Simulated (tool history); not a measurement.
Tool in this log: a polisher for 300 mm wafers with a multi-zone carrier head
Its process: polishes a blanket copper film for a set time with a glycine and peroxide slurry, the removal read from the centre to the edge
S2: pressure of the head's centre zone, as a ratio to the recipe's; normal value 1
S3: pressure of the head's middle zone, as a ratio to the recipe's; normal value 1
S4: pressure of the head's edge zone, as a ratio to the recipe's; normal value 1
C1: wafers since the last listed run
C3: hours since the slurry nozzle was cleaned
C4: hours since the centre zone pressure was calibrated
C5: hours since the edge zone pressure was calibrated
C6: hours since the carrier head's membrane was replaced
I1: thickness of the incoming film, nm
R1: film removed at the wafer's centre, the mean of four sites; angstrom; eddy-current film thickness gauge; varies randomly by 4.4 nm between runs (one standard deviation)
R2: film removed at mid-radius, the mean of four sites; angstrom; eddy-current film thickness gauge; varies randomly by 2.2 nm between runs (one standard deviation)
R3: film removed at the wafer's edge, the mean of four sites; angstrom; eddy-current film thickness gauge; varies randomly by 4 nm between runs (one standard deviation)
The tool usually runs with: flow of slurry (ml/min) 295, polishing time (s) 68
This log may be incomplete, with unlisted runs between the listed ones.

run 1 day=0 | flow_of_slurry_(ml/min)=295 S2=1 S3=1 S4=1 polishing_time_(s)=68 | C1=0 wafers_polished_on_this_pad=882 C3=56.1 C4=399.5 C5=908.9 C6=305.7 | I1=1412.2 | R1=2821 R2=2657 R3=2769
run 2 day=0.938 | flow_of_slurry_(ml/min)=295 S2=1 S3=1 S4=1 polishing_time_(s)=68 | C1=134 wafers_polished_on_this_pad=1017 C3=78.6 C4=422 C5=931.4 C6=328.2 | I1=1422.8 | R1=2792 R2=2665 R3=2807
run 3 day=1.696 | flow_of_slurry_(ml/min)=295 S2=1 S3=1 S4=1 polishing_time_(s)=68 | C1=109 wafers_polished_on_this_pad=1126 C3=96.8 C4=440.2 C5=949.6 C6=346.4 | I1=1418.3 | R1=2794 R2=2684 R3=2786
run 4 day=2.629 | flow_of_slurry_(ml/min)=295 S2=0.92 S3=0.95 S4=1 polishing_time_(s)=68 | C1=134 wafers_polished_on_this_pad=1260 C3=119.2 C4=462.6 C5=972 C6=368.8 | I1=1399.9 | R1=2606 R2=2552 R3=2859
-- day=2.821 worn pad replaced by a new one
run 5 day=3.35 | flow_of_slurry_(ml/min)=295 S2=0.92 S3=0.95 S4=1 polishing_time_(s)=68 | C1=79 wafers_polished_on_this_pad=76 C3=136.5 C4=479.9 C5=989.3 C6=386.1 | I1=1435.8 | R1=2404 R2=2421 R3=2638
run 6 day=3.892 | flow_of_slurry_(ml/min)=295 S2=1 S3=1 S4=1 polishing_time_(s)=68 | C1=77 wafers_polished_on_this_pad=154 C3=149.5 C4=492.9 C5=1002.3 C6=399.1 | I1=1421.5 | R1=2605 R2=2517 R3=2621
run 7 day=4.508 | flow_of_slurry_(ml/min)=295 S2=1 S3=1 S4=1 polishing_time_(s)=68 | C1=88 wafers_polished_on_this_pad=242 C3=164.3 C4=507.7 C5=1017.1 C6=413.9 | I1=1421.1 | R1=2606 R2=2502 R3=2587
-- day=4.979 edge zone pressure recalibrated
run 8 day=5.304 | flow_of_slurry_(ml/min)=320 S2=1 S3=1 S4=1 polishing_time_(s)=78 | C1=102 wafers_polished_on_this_pad=345 C3=183.4 C4=526.8 C5=7.8 C6=433 | I1=1434.1 | R1=2940 R2=2845 R3=2961
-- day=5.892 centre zone pressure recalibrated
run 9 day=5.967 | flow_of_slurry_(ml/min)=320 S2=1 S3=1 S4=1 polishing_time_(s)=78 | C1=83 wafers_polished_on_this_pad=428 C3=199.3 C4=1.8 C5=23.7 C6=448.9 | I1=1425.9 | R1=2910 R2=2823 R3=2942
run 10 day=6.529 | flow_of_slurry_(ml/min)=295 S2=1 S3=1 S4=1 polishing_time_(s)=75 | C1=80 wafers_polished_on_this_pad=509 C3=212.8 C4=15.3 C5=37.2 C6=462.4 | I1=1417 | R1=2852 R2=2634 R3=2797
-- day=7.092 worn pad replaced by a new one, repeated, since the last time left the tool worse
run 11 day=7.771 | flow_of_slurry_(ml/min)=295 S2=1 S3=1 S4=1.11 polishing_time_(s)=68 | C1=154 wafers_polished_on_this_pad=97 C3=242.6 C4=45.1 C5=67 C6=492.2 | I1=1439 | R1=2916 R2=2775 R3=3123
run 12 day=8.617 | flow_of_slurry_(ml/min)=200 S2=1 S3=1 S4=1.06 polishing_time_(s)=68 | C1=121 wafers_polished_on_this_pad=219 C3=262.9 C4=65.4 C5=87.3 C6=512.5 | I1=1418.6 | R1=2890 R2=2687 R3=2936
-- day=8.712 slurry nozzle cleaned
run 13 day=9.85 | flow_of_slurry_(ml/min)=205 S2=1 S3=1 S4=1.05 polishing_time_(s)=68 | C1=171 wafers_polished_on_this_pad=390 C3=27.3 C4=95 C5=116.9 C6=542.1 | I1=1393.2 | R1=2720 R2=2658 R3=2889
run 14 day=10.875 | flow_of_slurry_(ml/min)=295 S2=1 S3=1 S4=1 polishing_time_(s)=68 | C1=147 wafers_polished_on_this_pad=538 C3=51.9 C4=119.6 C5=141.5 C6=566.7 | I1=1428.5 | R1=2901 R2=2713 R3=2851
run 15 day=11.804 | flow_of_slurry_(ml/min)=335 S2=0.96 S3=1 S4=1.12 polishing_time_(s)=80 | C1=133 wafers_polished_on_this_pad=671 C3=74.2 C4=141.9 C5=163.8 C6=589 | I1=1437.4 | R1=3221 R2=3233 R3=3539
run 16 day=12.762 | flow_of_slurry_(ml/min)=205 S2=1 S3=1 S4=1 polishing_time_(s)=68 | C1=137 wafers_polished_on_this_pad=809 C3=97.2 C4=164.9 C5=186.8 C6=612 | I1=1413.9 | R1=2739 R2=2596 R3=2735
-- day=13.354 carrier head's membrane replaced by a new one
run 17 day=13.375 | flow_of_slurry_(ml/min)=205 S2=1 S3=1 S4=1 polishing_time_(s)=68 | C1=58 wafers_polished_on_this_pad=867 C3=111.9 C4=179.6 C5=201.5 C6=0.5 | I1=1426.6 | R1=2697 R2=2604 R3=2714
run 18 day=14.175 | flow_of_slurry_(ml/min)=295 S2=1.11 S3=1 S4=1 polishing_time_(s)=68 | C1=115 wafers_polished_on_this_pad=982 C3=131.1 C4=198.8 C5=220.7 C6=19.7 | I1=1400.3 | R1=3094 R2=2674 R3=2793
-- day=15.962 worn pad replaced by a new one
run 19 day=17.321 | flow_of_slurry_(ml/min)=380 S2=1 S3=0.92 S4=1 polishing_time_(s)=68 | C1=428 wafers_polished_on_this_pad=195 C3=206.6 C4=274.3 C5=296.2 C6=95.2 | I1=1426.6 | R1=3041 R2=2644 R3=2983
-- day=18.167 slurry nozzle cleaned
run 20 day=18.629 | flow_of_slurry_(ml/min)=295 S2=0.89 S3=1 S4=1.06 polishing_time_(s)=46 | C1=182 wafers_polished_on_this_pad=377 C3=11.1 C4=305.7 C5=327.6 C6=126.6 | I1=1423.6 | R1=1717 R2=1888 R3=2031
run 21 day=19.4 | flow_of_slurry_(ml/min)=395 S2=1 S3=1 S4=1 polishing_time_(s)=68 | C1=110 wafers_polished_on_this_pad=488 C3=29.6 C4=324.2 C5=346.1 C6=145.1 | I1=1416.7 | R1=2912 R2=2774 R3=2828
run 22 day=20.192 | flow_of_slurry_(ml/min)=220 S2=1 S3=1 S4=0.89 polishing_time_(s)=68 | C1=113 wafers_polished_on_this_pad=602 C3=48.6 C4=343.2 C5=365.1 C6=164.1 | I1=1406.3 | R1=2802 R2=2633 R3=2656
run 23 day=21.071 | flow_of_slurry_(ml/min)=295 S2=1 S3=1 S4=1 polishing_time_(s)=68 | C1=126 wafers_polished_on_this_pad=728 C3=69.7 C4=364.3 C5=386.2 C6=185.2 | I1=1397.6 | R1=2845 R2=2727 R3=2881

Predict each of these 3 candidate next runs independently; none follows another, all start after run 23:
run A day=21.088 | flow_of_slurry_(ml/min)=215 S2=1 S3=1 S4=1 polishing_time_(s)=68 | C1=2 wafers_polished_on_this_pad=731 C3=70.1 C4=364.7 C5=386.6 C6=185.6 | I1=1415.4 | R1=? R2=? R3=?
run B day=21.088 | flow_of_slurry_(ml/min)=395 S2=1.08 S3=0.88 S4=1 polishing_time_(s)=52 | C1=2 wafers_polished_on_this_pad=731 C3=70.1 C4=364.7 C5=386.6 C6=185.6 | I1=1415.4 | R1=? R2=? R3=?
run C day=21.088 | flow_of_slurry_(ml/min)=295 S2=1 S3=1.09 S4=1 polishing_time_(s)=68 | C1=2 wafers_polished_on_this_pad=731 C3=70.1 C4=364.7 C5=386.6 C6=185.6 | I1=1415.4 | R1=? R2=? R3=?

run=A R1=2800 R2=2662 R3=2823
run=B R1=2432 R2=1915 R3=2239
run=C R1=2883 R2=2939 R3=2874
With no hidden state in the tool, these same runs would have given:
run=A R1=2979 R2=2832 R3=3002
run=B R1=2587 R2=2037 R3=2381
run=C R1=3066 R2=3126 R3=3057
